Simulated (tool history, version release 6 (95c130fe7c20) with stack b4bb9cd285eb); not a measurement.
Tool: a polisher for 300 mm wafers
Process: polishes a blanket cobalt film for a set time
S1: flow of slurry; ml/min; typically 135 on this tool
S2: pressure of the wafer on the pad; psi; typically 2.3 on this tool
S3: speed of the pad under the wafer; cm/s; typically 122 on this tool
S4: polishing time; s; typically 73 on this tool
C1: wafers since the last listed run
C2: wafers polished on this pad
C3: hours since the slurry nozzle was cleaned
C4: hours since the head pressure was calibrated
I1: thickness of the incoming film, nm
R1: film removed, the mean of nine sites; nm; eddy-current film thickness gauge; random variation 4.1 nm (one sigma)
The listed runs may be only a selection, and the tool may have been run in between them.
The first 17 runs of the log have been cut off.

run	hour	S1	S2	S3	S4	C1	C2	C3	C4	I1	R1
18	1065.0	175	2.3	122	73	266	1622	297.8	229.6	1435.6	588.8
19	1147.1	135	2.3	122	73	507	2129	379.9	311.7	1460.5	566.2
# hour 1300.3: head pressure recalibrated
# hour 1333.3: worn pad replaced by a new one
20	1437.7	135	3.1	122	73	1759	645	670.5	137.4	1447.8	761.5
21	1511.7	135	2.3	164	96	457	1102	744.5	211.4	1439.4	970.7
22	1600.6	135	2.3	82	90	549	1652	833.4	300.3	1452.6	479.6
# hour 1605.7: slurry nozzle cleaned
23	1657.1	110	3.0	164	98	343	1995	51.4	356.8	1434.1	1283.1
# hour 1752.5: worn pad replaced by a new one
# hour 1791.1: head pressure recalibrated
24	1871.7	135	2.3	122	73	1289	724	266.0	80.6	1454.8	564.8
25	1946.5	135	2.3	122	73	462	1186	340.8	155.4	1437.1	567.5
26	1985.4	175	2.3	122	73	240	1427	379.7	194.3	1439.8	584.4
27	2036.2	135	1.8	122	53	314	1741	430.5	245.1	1450.0	318.2
28	2112.5	170	1.9	144	73	471	2212	506.8	321.4	1457.9	561.5
29	2149.0	135	2.3	122	73	225	2438	543.3	357.9	1438.4	569.8
# hour 2213.3: worn pad replaced by a new one
30	2242.5	155	2.3	122	73	553	180	636.8	451.4	1460.3	573.6
# hour 2258.4: head pressure recalibrated
# hour 2292.1: slurry nozzle cleaned
31	2320.5	155	2.5	122	49	463	644	28.4	62.1	1446.6	431.4

Consider 3 possible next runs. They are alternatives, not a sequence: every one starts from the tool as it was left by run 31. What does each give?
A	2321.0	135	2.3	122	73	3	647	28.9	62.6	1443.1	?
B	2321.0	160	2.9	122	63	3	647	28.9	62.6	1443.1	?
C	2321.0	170	2.3	122	62	3	647	28.9	62.6	1443.1	?

run	R1
A	578.4
B	644.1
C	506.7
What these runs would have given with no unlogged condition in the tool:
run	R1
A	580.9
B	646.6
C	508.6

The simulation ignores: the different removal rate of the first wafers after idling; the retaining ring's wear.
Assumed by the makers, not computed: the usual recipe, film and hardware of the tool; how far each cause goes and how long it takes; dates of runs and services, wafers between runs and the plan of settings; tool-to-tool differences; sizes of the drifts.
